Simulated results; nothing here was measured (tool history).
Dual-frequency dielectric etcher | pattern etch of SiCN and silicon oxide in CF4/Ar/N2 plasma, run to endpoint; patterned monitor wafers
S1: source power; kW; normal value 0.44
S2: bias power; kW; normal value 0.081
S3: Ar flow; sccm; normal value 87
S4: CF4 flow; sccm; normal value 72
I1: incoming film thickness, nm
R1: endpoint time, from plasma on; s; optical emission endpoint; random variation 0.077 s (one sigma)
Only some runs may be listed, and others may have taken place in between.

run 1 hour=0 | S1=0.44 S2=0.081 S3=87 S4=72 | I1=13.81 | R1=15.2
run 2 hour=58.4 | S1=0.44 S2=0.081 S3=87 S4=72 | I1=13.91 | R1=15.2
run 3 hour=82.9 | S1=0.44 S2=0.081 S3=87 S4=72 | I1=13.78 | R1=15
run 4 hour=117.8 | S1=0.44 S2=0.081 S3=87 S4=72 | I1=13.81 | R1=15.1
run 5 hour=183.8 | S1=0.44 S2=0.081 S3=87 S4=72 | I1=13.95 | R1=15.1
-- hour=224.7 upper electrode replaced
run 6 hour=225.2 | S1=0.44 S2=0.081 S3=87 S4=72 | I1=13.94 | R1=15.1
run 7 hour=259.1 | S1=0.44 S2=0.081 S3=87 S4=72 | I1=13.89 | R1=14.9
-- hour=314 CF4 flow controller replaced
-- hour=332.6 wet clean of the chamber
run 8 hour=336.6 | S1=0.44 S2=0.081 S3=87 S4=72 | I1=13.87 | R1=15.8
run 9 hour=387.3 | S1=0.44 S2=0.081 S3=87 S4=72 | I1=14.03 | R1=15.8
run 10 hour=429.6 | S1=0.37 S2=0.087 S3=87 S4=56 | I1=13.83 | R1=17.7
-- hour=453.8 bias power generator calibrated
-- hour=458 Ar flow controller replaced
-- hour=466.2 source power generator calibrated
run 11 hour=485.8 | S1=0.44 S2=0.081 S3=71 S4=72 | I1=13.84 | R1=15.1
run 12 hour=534 | S1=0.49 S2=0.081 S3=87 S4=72 | I1=13.85 | R1=13.9
run 13 hour=597.6 | S1=0.44 S2=0.081 S3=87 S4=87 | I1=13.86 | R1=14.9
run 14 hour=657.6 | S1=0.38 S2=0.081 S3=87 S4=72 | I1=13.95 | R1=17.2
run 15 hour=690.6 | S1=0.44 S2=0.089 S3=93 S4=72 | I1=13.88 | R1=14.6

Each row is a separate what-if for the run after 15, all from the same tool condition, not one after another. Results?
run A hour=691 | S1=0.44 S2=0.081 S3=87 S4=72 | I1=13.86 | R1=?
run B hour=691 | S1=0.44 S2=0.081 S3=81 S4=72 | I1=13.86 | R1=?
run C hour=691 | S1=0.36 S2=0.081 S3=95 S4=87 | I1=13.86 | R1=?
run D hour=691 | S1=0.49 S2=0.069 S3=71 S4=88 | I1=13.86 | R1=?

run=A R1=15
run=B R1=14.9
run=C R1=17.5
run=D R1=14
With no hidden state in the tool, these same runs would have given:
run=A R1=15.6
run=B R1=15.5
run=C R1=18.2
run=D R1=14.6
